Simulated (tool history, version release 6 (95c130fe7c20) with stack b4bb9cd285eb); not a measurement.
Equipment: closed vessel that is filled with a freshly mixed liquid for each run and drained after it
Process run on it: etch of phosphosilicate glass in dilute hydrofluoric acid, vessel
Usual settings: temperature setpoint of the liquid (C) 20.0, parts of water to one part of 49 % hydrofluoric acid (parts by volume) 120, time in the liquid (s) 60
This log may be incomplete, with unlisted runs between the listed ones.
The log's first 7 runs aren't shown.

run	day	temperature setpoint of the liquid (C)	parts of water to one part of 49 % hydrofluoric acid (parts by volume)	time in the liquid (s)	wafers since the last listed run	hours since the thermometer was replaced	hours since the hydrofluoric acid flow meter was replaced	hours since the gauge calibration	read-back film thickness of the phosphosilicate glass reference wafer, read on the same gauge (nm)	thickness taken off the phosphosilicate glass on a monitor wafer (Å)
# day 20.871: hydrofluoric acid flow meter replaced
8	23.054	20.0	155	60	10073	2318.5	52.4	4301.9	63.87	711.8
# day 24.521: gauge calibrated
9	25.888	20.0	155	60	7143	2386.5	120.4	32.8	59.97	665.8
10	30.571	20.0	155	60	11807	2498.9	232.8	145.2	60.31	676.7
11	43.504	20.0	120	35	32606	2809.3	543.2	455.6	61.13	532.7
12	45.362	20.0	175	60	4685	2853.9	587.8	500.2	61.22	594.3
13	48.938	24.5	160	40	9012	2939.7	673.6	586.0	61.40	520.8
# day 48.996: hydrofluoric acid flow meter replaced
14	51.012	20.0	120	70	5126	2989.5	48.4	635.8	61.53	1063.0
15	54.817	17.0	95	45	9590	3080.8	139.7	727.1	61.68	787.8
16	58.425	23.0	160	95	9096	3167.4	226.3	813.7	61.83	1194.9
# day 59.758: thermometer replaced
17	61.733	17.0	85	60	8235	47.4	305.7	893.1	61.98	1192.5
18	64.696	17.0	95	90	7468	118.5	376.8	964.2	62.09	1578.6
19	68.729	20.0	120	60	10168	215.3	473.6	1061.0	62.22	925.7
20	71.250	20.0	95	30	6355	275.8	534.1	1121.5	62.31	604.4
21	74.371	20.0	135	60	7867	350.7	609.0	1196.4	62.40	830.5
22	75.975	25.0	155	40	4044	389.2	647.5	1234.9	62.45	558.0

The next listed run, before its measurement:
# day 80.929: hydrofluoric acid flow meter replaced
23	85.025	17.0	120	70	22710	606.4	98.3	1452.1	?	?

read-back film thickness of the phosphosilicate glass reference wafer, read on the same gauge (nm): 62.70
thickness taken off the phosphosilicate glass on a monitor wafer (Å): 966.5
Had the tool carried no hidden state, the very same run would have given thickness taken off the phosphosilicate glass on a monitor wafer (Å) 924.9.

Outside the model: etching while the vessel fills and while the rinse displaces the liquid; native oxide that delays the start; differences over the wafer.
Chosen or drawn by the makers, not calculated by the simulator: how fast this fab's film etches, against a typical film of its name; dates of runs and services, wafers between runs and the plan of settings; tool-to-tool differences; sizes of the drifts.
